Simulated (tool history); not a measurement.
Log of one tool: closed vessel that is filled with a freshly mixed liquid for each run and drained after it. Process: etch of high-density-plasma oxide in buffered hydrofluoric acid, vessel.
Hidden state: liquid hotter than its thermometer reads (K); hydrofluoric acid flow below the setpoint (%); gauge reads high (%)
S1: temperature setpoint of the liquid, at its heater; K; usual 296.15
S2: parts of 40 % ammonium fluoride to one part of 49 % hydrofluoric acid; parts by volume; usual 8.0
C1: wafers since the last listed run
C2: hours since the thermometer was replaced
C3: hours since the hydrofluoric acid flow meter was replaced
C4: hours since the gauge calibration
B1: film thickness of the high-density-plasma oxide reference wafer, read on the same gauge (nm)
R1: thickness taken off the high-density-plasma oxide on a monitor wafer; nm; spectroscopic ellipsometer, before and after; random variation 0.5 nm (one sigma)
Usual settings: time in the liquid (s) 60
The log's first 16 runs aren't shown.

At hour 221.1: hydrofluoric acid flow meter replaced.
Run 17, hour 237.2: usual settings but S1 299.65 K, S2 9.0 parts by volume, time in the liquid (s) 90; C1 5546; C2 196.7; C3 16.1; C4 355.4; B1 80.03. Result: R1 152.38 nm.
Run 18, hour 249.6: usual settings but S1 294.15 K; C1 1629; C2 209.1; C3 28.5; C4 367.8; B1 79.98. Result: R1 85.05 nm.
Run 19, hour 260.5: usual settings but S1 292.15 K, S2 9.5 parts by volume; C1 1432; C2 220.0; C3 39.4; C4 378.7; B1 80.01. Result: R1 65.74 nm.
Run 20, hour 270.7: usual settings but S2 7.0 parts by volume, time in the liquid (s) 90; C1 1340; C2 230.2; C3 49.6; C4 388.9; B1 80.00. Result: R1 164.25 nm.
Run 21, hour 282.5: usual settings but S2 9.0 parts by volume, time in the liquid (s) 70; C1 1550; C2 242.0; C3 61.4; C4 400.7; B1 80.01. Result: R1 98.64 nm.
Run 22, hour 298.7: usual settings but S1 292.15 K, time in the liquid (s) 75; C1 2129; C2 258.2; C3 77.6; C4 416.9; B1 79.97. Result: R1 96.25 nm.
At hour 311.3: gauge calibrated.
Run 23, hour 315.8: usual settings but S1 297.65 K, time in the liquid (s) 40; C1 2247; C2 275.3; C3 94.7; C4 4.5; B1 80.01. Result: R1 68.85 nm.
Run 24, hour 332.7: usual settings but S1 291.15 K, time in the liquid (s) 95; C1 2221; C2 292.2; C3 111.6; C4 21.4; B1 80.01. Result: R1 114.97 nm.
Run 25, hour 346.2: usual settings but S1 293.15 K, S2 9.5 parts by volume; C1 1774; C2 305.7; C3 125.1; C4 34.9; B1 79.98. Result: R1 69.05 nm.
Run 26, hour 357.5: usual settings but S2 6.5 parts by volume; C1 1485; C2 317.0; C3 136.4; C4 46.2; B1 79.99. Result: R1 117.71 nm.
Run 27, hour 365.6: usual settings; C1 1064; C2 325.1; C3 144.5; C4 54.3; B1 80.00. Result: R1 95.32 nm.
Run 28, hour 375.1: usual settings but time in the liquid (s) 45; C1 1248; C2 334.6; C3 154.0; C4 63.8; B1 80.00. Result: R1 71.92 nm.
Run 29, hour 389.1: usual settings but S2 6.5 parts by volume; C1 1840; C2 348.6; C3 168.0; C4 77.8; B1 80.01. Result: R1 117.58 nm.
Run 30, hour 431.2: usual settings but S1 294.65 K, S2 11.0 parts by volume, time in the liquid (s) 30; C1 5533; C2 390.7; C3 210.1; C4 119.9; B1 80.01. Result: R1 32.85 nm.
Run 31, hour 445.0: usual settings but S1 292.65 K; C1 1813; C2 404.5; C3 223.9; C4 133.7; B1 80.02. Result: R1 78.59 nm.

Forecast each of these 4 alternatives for the next run:
Run A, hour 445.7: usual settings; C1 92; C2 405.2; C3 224.6; C4 134.4; B1 ?. Result: R1 ?.
Run B, hour 445.7: usual settings but S1 292.15 K, time in the liquid (s) 30; C1 92; C2 405.2; C3 224.6; C4 134.4; B1 ?. Result: R1 ?.
Run C, hour 445.7: usual settings but time in the liquid (s) 90; C1 92; C2 405.2; C3 224.6; C4 134.4; B1 ?. Result: R1 ?.
Run D, hour 445.7: usual settings but S1 299.65 K, time in the liquid (s) 80; C1 92; C2 405.2; C3 224.6; C4 134.4; B1 ?. Result: R1 ?.

run     B1      R1
  A  79.98   95.64
  B  79.98   38.33
  C  79.98  143.47
  D  79.98  154.05
Without the tool's hidden state the same runs would have given:
run      R1
  A   93.93
  B   37.60
  C  140.89
  D  151.40
